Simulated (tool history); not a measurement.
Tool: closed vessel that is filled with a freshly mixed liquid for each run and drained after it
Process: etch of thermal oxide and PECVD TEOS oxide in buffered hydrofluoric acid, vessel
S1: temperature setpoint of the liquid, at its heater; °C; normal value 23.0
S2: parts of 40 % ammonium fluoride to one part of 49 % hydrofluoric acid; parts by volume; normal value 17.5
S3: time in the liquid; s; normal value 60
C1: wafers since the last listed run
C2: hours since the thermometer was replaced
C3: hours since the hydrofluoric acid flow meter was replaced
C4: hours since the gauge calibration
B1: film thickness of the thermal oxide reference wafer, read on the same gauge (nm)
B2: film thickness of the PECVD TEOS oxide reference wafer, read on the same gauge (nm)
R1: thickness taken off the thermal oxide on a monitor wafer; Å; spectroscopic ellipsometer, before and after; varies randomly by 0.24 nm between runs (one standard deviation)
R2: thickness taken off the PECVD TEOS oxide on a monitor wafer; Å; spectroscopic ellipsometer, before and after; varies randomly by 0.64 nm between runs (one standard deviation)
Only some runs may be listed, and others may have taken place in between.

Run 1, hour 0.0: usual settings but S2 19.0 parts by volume, S3 35 s; C1 0; C2 2038.9; C3 1166.3; C4 286.7; B1 150.00; B2 150.00. Result: R1 216.7 Å, R2 525.6 Å.
At hour 15.3: hydrofluoric acid flow meter replaced.
Run 2, hour 19.2: usual settings but S1 25.5 °C; C1 2373; C2 2058.1; C3 3.9; C4 305.9; B1 150.02; B2 150.02. Result: R1 487.1 Å, R2 1194.6 Å.
Run 3, hour 26.8: usual settings but S1 25.5 °C; C1 991; C2 2065.7; C3 11.5; C4 313.5; B1 150.04; B2 149.99. Result: R1 489.5 Å, R2 1193.6 Å.
Run 4, hour 44.5: usual settings but S1 25.5 °C; C1 2308; C2 2083.4; C3 29.2; C4 331.2; B1 150.02; B2 150.02. Result: R1 485.8 Å, R2 1192.1 Å.
Run 5, hour 55.0: usual settings but S3 40 s; C1 1369; C2 2093.9; C3 39.7; C4 341.7; B1 150.02; B2 150.00. Result: R1 284.4 Å, R2 690.1 Å.
Run 6, hour 61.4: usual settings but S2 21.5 parts by volume; C1 834; C2 2100.3; C3 46.1; C4 348.1; B1 149.98; B2 149.97. Result: R1 351.0 Å, R2 865.9 Å.
At hour 67.3: gauge calibrated.
Run 7, hour 76.4: usual settings; C1 1956; C2 2115.3; C3 61.1; C4 9.1; B1 150.00; B2 150.06. Result: R1 425.0 Å, R2 1037.6 Å.
Run 8, hour 84.9: usual settings; C1 1108; C2 2123.8; C3 69.6; C4 17.6; B1 149.99; B2 149.99. Result: R1 427.6 Å, R2 1050.5 Å.
Run 9, hour 129.7: usual settings; C1 5842; C2 2168.6; C3 114.4; C4 62.4; B1 149.99; B2 149.98. Result: R1 429.4 Å, R2 1050.5 Å.
Run 10, hour 143.0: usual settings but S1 19.0 °C, S2 22.5 parts by volume, S3 50 s; C1 1734; C2 2181.9; C3 127.7; C4 75.7; B1 149.99; B2 150.00. Result: R1 230.0 Å, R2 569.1 Å.
Run 11, hour 159.0: usual settings but S1 18.5 °C, S3 50 s; C1 2086; C2 2197.9; C3 143.7; C4 91.7; B1 150.05; B2 149.95. Result: R1 277.8 Å, R2 671.6 Å.
Run 12, hour 168.7: usual settings but S1 25.0 °C; C1 1264; C2 2207.6; C3 153.4; C4 101.4; B1 149.99; B2 150.00. Result: R1 474.2 Å, R2 1152.6 Å.
Run 13, hour 180.0: usual settings but S2 20.5 parts by volume; C1 1473; C2 2218.9; C3 164.7; C4 112.7; B1 150.01; B2 150.01. Result: R1 371.9 Å, R2 913.7 Å.
Run 14, hour 194.6: usual settings but S2 11.0 parts by volume; C1 1903; C2 2233.5; C3 179.3; C4 127.3; B1 150.01; B2 150.04. Result: R1 670.0 Å, R2 1650.6 Å.
Run 15, hour 208.5: usual settings but S1 19.5 °C, S2 14.0 parts by volume, S3 35 s; C1 1812; C2 2247.4; C3 193.2; C4 141.2; B1 150.03; B2 149.97. Result: R1 257.5 Å, R2 619.6 Å.
Run 16, hour 225.2: usual settings but S2 19.5 parts by volume; C1 2177; C2 2264.1; C3 209.9; C4 157.9; B1 149.99; B2 150.00. Result: R1 383.1 Å, R2 933.9 Å.
At hour 252.3: thermometer replaced.
Run 17, hour 258.6: usual settings but S1 27.5 °C, S2 23.5 parts by volume, S3 30 s; C1 4225; C2 6.3; C3 243.3; C4 191.3; B1 149.98; B2 150.00. Result: R1 193.2 Å, R2 460.0 Å.
Run 18, hour 265.7: usual settings; C1 925; C2 13.4; C3 250.4; C4 198.4; B1 150.02; B2 150.00. Result: R1 378.4 Å, R2 934.3 Å.
Run 19, hour 273.3: usual settings; C1 991; C2 21.0; C3 258.0; C4 206.0; B1 150.03; B2 150.01. Result: R1 384.8 Å, R2 933.3 Å.
Run 20, hour 289.5: usual settings but S2 20.0 parts by volume, S3 45 s; C1 2112; C2 37.2; C3 274.2; C4 222.2; B1 150.00; B2 150.01. Result: R1 251.0 Å, R2 614.8 Å.
Run 21, hour 298.7: usual settings but S2 12.5 parts by volume; C1 1199; C2 46.4; C3 283.4; C4 231.4; B1 150.02; B2 149.97. Result: R1 527.1 Å, R2 1294.5 Å.
Run 22, hour 310.4: usual settings but S2 13.5 parts by volume; C1 1525; C2 58.1; C3 295.1; C4 243.1; B1 149.95; B2 149.96. Result: R1 487.1 Å, R2 1203.1 Å.
Run 23, hour 327.9: usual settings; C1 2282; C2 75.6; C3 312.6; C4 260.6; B1 149.99; B2 150.02. Result: R1 380.8 Å, R2 938.9 Å.
Run 24, hour 342.7: usual settings but S2 19.5 parts by volume, S3 45 s; C1 1930; C2 90.4; C3 327.4; C4 275.4; B1 150.05; B2 149.99. Result: R1 257.2 Å, R2 623.7 Å.
Run 25, hour 354.6: usual settings but S3 45 s; C1 1551; C2 102.3; C3 339.3; C4 287.3; B1 150.02; B2 150.04. Result: R1 282.0 Å, R2 690.4 Å.
Run 26, hour 366.5: usual settings but S1 25.0 °C, S2 11.5 parts by volume, S3 45 s; C1 1551; C2 114.2; C3 351.2; C4 299.2; B1 149.99; B2 149.98. Result: R1 482.9 Å, R2 1168.4 Å.
Run 27, hour 384.2: usual settings; C1 2308; C2 131.9; C3 368.9; C4 316.9; B1 150.06; B2 150.01. Result: R1 384.2 Å, R2 930.1 Å.

Here are 3 independent what-if runs from the current tool condition. What would each one return?
Run A, hour 384.9: usual settings but S2 24.0 parts by volume; C1 91; C2 132.6; C3 369.6; C4 317.6; B1 ?; B2 ?. Result: R1 ?, R2 ?.
Run B, hour 384.9: usual settings but S2 23.5 parts by volume, S3 35 s; C1 91; C2 132.6; C3 369.6; C4 317.6; B1 ?; B2 ?. Result: R1 ?, R2 ?.
Run C, hour 384.9: usual settings but S1 26.0 °C, S3 50 s; C1 91; C2 132.6; C3 369.6; C4 317.6; B1 ?; B2 ?. Result: R1 ?, R2 ?.

run      B1      B2     R1     R2
  A  150.04  150.07  298.3  726.4
  B  150.04  150.07  176.6  429.9
  C  150.04  150.07  375.4  914.1
With the hidden condition removed and each run's random variation left untouched, the same runs would have given:
run     R1     R2
  A  295.5  719.6
  B  174.9  425.9
  C  375.1  913.4
